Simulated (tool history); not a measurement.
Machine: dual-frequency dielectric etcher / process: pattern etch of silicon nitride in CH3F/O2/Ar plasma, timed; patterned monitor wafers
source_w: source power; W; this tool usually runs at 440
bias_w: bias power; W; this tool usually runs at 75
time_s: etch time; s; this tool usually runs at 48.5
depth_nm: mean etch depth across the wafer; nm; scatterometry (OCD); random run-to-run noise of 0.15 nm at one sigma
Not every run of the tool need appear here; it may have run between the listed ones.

run	day	source_w	bias_w	time_s	wafers since the last listed run	hours since the last wet clean	hours since the last source power generator calibration	hours since the last bias power generator calibration	hours since the last upper electrode change	hours since the gauge calibration	read-back reference wafer on the same gauge, depth_nm	depth_nm
1	0.000	440	75	39.0	0	415.3	3398.4	4293.1	4257.4	192.6	42.00	30.02
# day 0.304: gauge calibrated
2	0.454	440	75	48.5	180	426.2	3409.3	4304.0	4268.3	3.6	41.98	37.49
3	0.792	440	75	48.5	134	434.3	3417.4	4312.1	4276.4	11.7	42.01	37.06
4	1.133	440	75	48.5	136	442.5	3425.6	4320.3	4284.6	19.9	42.00	37.45
5	1.404	440	75	48.5	107	449.0	3432.1	4326.8	4291.1	26.4	42.01	37.18
6	2.096	440	75	48.5	275	465.6	3448.7	4343.4	4307.7	43.0	42.02	37.35
7	2.767	500	75	59.5	267	481.7	3464.8	4359.5	4323.8	59.1	41.95	49.30
# day 4.000: upper electrode replaced
# day 4.162: bias power generator calibrated
8	4.183	500	75	59.5	101	515.7	3498.8	0.5	4.4	93.1	42.00	49.32
9	4.196	440	75	48.5	4	516.0	3499.1	0.8	4.7	93.4	42.01	37.20
# day 4.812: source power generator calibrated
10	4.833	440	75	48.5	187	531.3	0.5	16.1	20.0	108.7	42.02	37.26
# day 6.062: wet clean of the chamber
11	6.083	350	63	48.5	99	0.5	30.5	46.1	50.0	138.7	41.99	29.63
12	6.100	530	64	57.0	6	0.9	30.9	46.5	50.4	139.1	41.97	45.62
13	6.204	440	75	48.5	41	3.4	33.4	49.0	52.9	141.6	42.00	37.07
14	6.558	440	75	48.5	141	11.9	41.9	57.5	61.4	150.1	41.99	37.43
# day 7.025: gauge calibrated
15	7.042	540	75	35.5	192	23.5	53.5	69.1	73.0	0.4	41.99	30.88
16	7.567	440	75	48.5	209	36.1	66.1	81.7	85.6	13.0	41.99	37.15
17	8.246	330	92	48.5	270	52.4	82.4	98.0	101.9	29.3	42.06	33.47
18	8.762	530	75	48.5	205	64.8	94.8	110.4	114.3	41.7	41.97	41.24
19	9.075	440	59	53.0	124	72.3	102.3	117.9	121.8	49.2	42.06	36.75
20	9.450	440	75	48.5	149	81.3	111.3	126.9	130.8	58.2	42.04	36.98
21	10.046	440	75	60.0	237	95.6	125.6	141.2	145.1	72.5	41.97	46.16

Hidden state, per run?
etch rate over this chamber's usual, %: 0 at every run
source power that arrives over what is set, %: 0 at every run
bias power that arrives over what is set, %: 0 at every run
gauge reads high (%): 0 at every run
